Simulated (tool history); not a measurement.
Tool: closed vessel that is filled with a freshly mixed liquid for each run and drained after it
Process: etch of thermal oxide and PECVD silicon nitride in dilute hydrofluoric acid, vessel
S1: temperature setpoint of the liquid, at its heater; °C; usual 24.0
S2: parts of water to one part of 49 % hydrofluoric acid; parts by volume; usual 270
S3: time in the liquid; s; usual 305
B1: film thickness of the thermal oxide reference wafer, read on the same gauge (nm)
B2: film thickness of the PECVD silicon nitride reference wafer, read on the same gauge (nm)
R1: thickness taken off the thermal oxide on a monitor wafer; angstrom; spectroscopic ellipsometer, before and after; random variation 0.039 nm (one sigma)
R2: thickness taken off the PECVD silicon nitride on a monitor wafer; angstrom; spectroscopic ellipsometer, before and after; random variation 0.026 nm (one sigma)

{"run": 1, "hour": 0.0, "S1": 24.0, "S2": 270, "S3": 305, "B1": 70.029, "B2": 129.949, "R1": 40.72, "R2": 34.6}
{"run": 2, "hour": 101.1, "S1": 24.0, "S2": 195, "S3": 305, "B1": 70.028, "B2": 130.017, "R1": 61.5, "R2": 47.41}
{"run": 3, "hour": 184.4, "S1": 24.0, "S2": 195, "S3": 305, "B1": 69.96, "B2": 130.008, "R1": 63.82, "R2": 47.19}
{"run": 4, "hour": 234.0, "S1": 22.0, "S2": 270, "S3": 195, "B1": 69.974, "B2": 129.983, "R1": 25.17, "R2": 19.81}
{"run": 5, "hour": 298.3, "S1": 22.0, "S2": 270, "S3": 195, "B1": 69.987, "B2": 130.0, "R1": 25.39, "R2": 19.86}
{"run": 6, "hour": 395.2, "S1": 24.0, "S2": 270, "S3": 305, "B1": 69.984, "B2": 129.989, "R1": 42.52, "R2": 35.58}
{"run": 7, "hour": 453.8, "S1": 24.0, "S2": 270, "S3": 305, "B1": 70.002, "B2": 130.01, "R1": 43.31, "R2": 36.53}
{"hour": 457.4, "done": "thermometer replaced"}
{"run": 8, "hour": 535.9, "S1": 24.0, "S2": 270, "S3": 305, "B1": 69.976, "B2": 129.981, "R1": 43.36, "R2": 35.75}
{"run": 9, "hour": 587.1, "S1": 24.0, "S2": 270, "S3": 425, "B1": 70.016, "B2": 129.987, "R1": 61.29, "R2": 50.94}
{"hour": 589.8, "done": "gauge calibrated"}
{"run": 10, "hour": 633.5, "S1": 24.0, "S2": 270, "S3": 425, "B1": 69.972, "B2": 129.996, "R1": 62.44, "R2": 50.66}
{"run": 11, "hour": 727.0, "S1": 22.5, "S2": 400, "S3": 235, "B1": 70.073, "B2": 129.957, "R1": 19.85, "R2": 17.55}
{"run": 12, "hour": 778.2, "S1": 25.5, "S2": 400, "S3": 385, "B1": 70.031, "B2": 129.965, "R1": 35.52, "R2": 34.28}
{"run": 13, "hour": 876.5, "S1": 25.5, "S2": 310, "S3": 305, "B1": 70.059, "B2": 129.955, "R1": 40.3, "R2": 35.52}
{"hour": 901.9, "done": "hydrofluoric acid flow meter replaced"}
{"run": 14, "hour": 916.8, "S1": 27.5, "S2": 145, "S3": 230, "B1": 69.999, "B2": 129.993, "R1": 74.32, "R2": 59.41}
{"run": 15, "hour": 1006.7, "S1": 24.0, "S2": 270, "S3": 305, "B1": 70.034, "B2": 130.017, "R1": 40.94, "R2": 34.36}
{"run": 16, "hour": 1103.4, "S1": 24.0, "S2": 270, "S3": 305, "B1": 70.011, "B2": 130.013, "R1": 41.5, "R2": 34.03}
{"run": 17, "hour": 1199.6, "S1": 24.0, "S2": 270, "S3": 415, "B1": 69.992, "B2": 129.999, "R1": 55.57, "R2": 47.54}
{"run": 18, "hour": 1253.3, "S1": 21.5, "S2": 395, "S3": 210, "B1": 69.992, "B2": 129.992, "R1": 16.52, "R2": 14.25}
{"run": 19, "hour": 1295.2, "S1": 24.0, "S2": 270, "S3": 305, "B1": 69.982, "B2": 129.987, "R1": 42.44, "R2": 35.1}
{"run": 20, "hour": 1463.5, "S1": 29.0, "S2": 155, "S3": 305, "B1": 69.959, "B2": 130.005, "R1": 101.34, "R2": 85.62}

Measured less the same run without the tool's hidden state. The same run-to-run variation is in both; the gauge's scatter may not be:
The hidden state here: liquid colder than its thermometer reads (K); hydrofluoric acid flow above the setpoint (%); gauge reads high (%).
run=1 R1=+0.68 R2=+0.45
run=2 R1=+1.77 R2=+1.12
run=3 R1=+2.50 R2=+1.52
run=4 R1=+1.18 R2=+0.73
run=5 R1=+1.40 R2=+0.86
run=6 R1=+2.87 R2=+1.89
run=7 R1=+3.23 R2=+2.15
run=8 R1=+3.66 R2=+2.39
run=9 R1=+5.54 R2=+3.65
run=10 R1=+5.99 R2=+3.85
run=11 R1=+2.23 R2=+1.47
run=12 R1=+4.28 R2=+3.09
run=13 R1=+5.09 R2=+3.52
run=14 R1=+0.45 R2=+0.31
run=15 R1=+0.77 R2=+0.51
run=16 R1=+1.31 R2=+0.84
run=17 R1=+2.45 R2=+1.66
run=18 R1=+0.88 R2=+0.57
run=19 R1=+2.39 R2=+1.55
run=20 R1=+7.37 R2=+5.30
